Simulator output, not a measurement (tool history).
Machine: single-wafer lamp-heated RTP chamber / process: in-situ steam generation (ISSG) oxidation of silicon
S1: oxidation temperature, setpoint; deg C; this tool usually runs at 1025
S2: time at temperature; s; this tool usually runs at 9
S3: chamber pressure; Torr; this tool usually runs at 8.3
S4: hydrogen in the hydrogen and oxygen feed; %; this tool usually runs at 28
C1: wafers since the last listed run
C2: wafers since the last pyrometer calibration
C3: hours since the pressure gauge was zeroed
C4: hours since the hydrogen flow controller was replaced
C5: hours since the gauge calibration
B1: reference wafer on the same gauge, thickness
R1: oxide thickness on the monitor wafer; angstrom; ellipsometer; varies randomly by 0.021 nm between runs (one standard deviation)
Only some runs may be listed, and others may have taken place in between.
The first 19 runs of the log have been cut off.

run,hour,S1,S2,S3,S4,C1,C2,C3,C4,C5,B1,R1
20,1589.5,1041,9,8.3,20,391,2732,820.2,448.6,2189.9,4.355,43.18
21,1677,1031,6,7.5,28,778,3511,907.7,536.1,2277.4,4.352,38.48
22,1765.2,1025,9,8.3,28,784,4296,995.9,624.3,2365.6,4.35,44.9
23,1856.1,1025,12,8.3,28,808,5105,1086.8,715.2,2456.5,4.349,51.38
24,1941.7,1025,9,8.3,28,761,5867,1172.4,800.8,2542.1,4.351,45.51
# hour 1984: pyrometer window cleaned and pyrometer calibrated
# hour 2036.8: gauge calibrated
25,2040.9,1025,11,7.6,28,811,506,1271.6,900,4.1,4.351,48.45
26,2141.1,1018,11,9.8,32,891,1398,1371.8,1000.2,104.3,4.348,47.54
27,2234.8,1034,9,7.7,32,833,2232,1465.5,1093.9,198,4.351,48.09
28,2296.7,1009,12,8.9,32,550,2782,1527.4,1155.8,259.9,4.351,48.54
29,2404.7,1025,9,8.3,24,961,3744,1635.4,1263.8,367.9,4.349,43
30,2468.9,1025,9,8.3,28,571,4315,1699.6,1328,432.1,4.351,45.21
# hour 2552.6: pyrometer window cleaned and pyrometer calibrated
31,2573.3,1025,9,8.3,28,857,183,1804,1432.4,536.5,4.35,44.03
32,2639.2,1025,9,7.4,28,586,770,1869.9,1498.3,602.4,4.346,44.35

What if the next run were any one of these 3? Each begins from the tool's condition after run 32:
A,2639.7,1025,9,7.7,28,4,774,1870.4,1498.8,602.9,?,?
B,2639.7,1025,8,8.3,32,4,774,1870.4,1498.8,602.9,?,?
C,2639.7,1020,9,7.1,28,4,774,1870.4,1498.8,602.9,?,?

run,B1,R1
A,4.35,44.47
B,4.35,43.74
C,4.35,43.64
With the hidden condition removed and each run's random variation left untouched, the same runs would have given:
run,R1
A,44.27
B,43.55
C,43.45
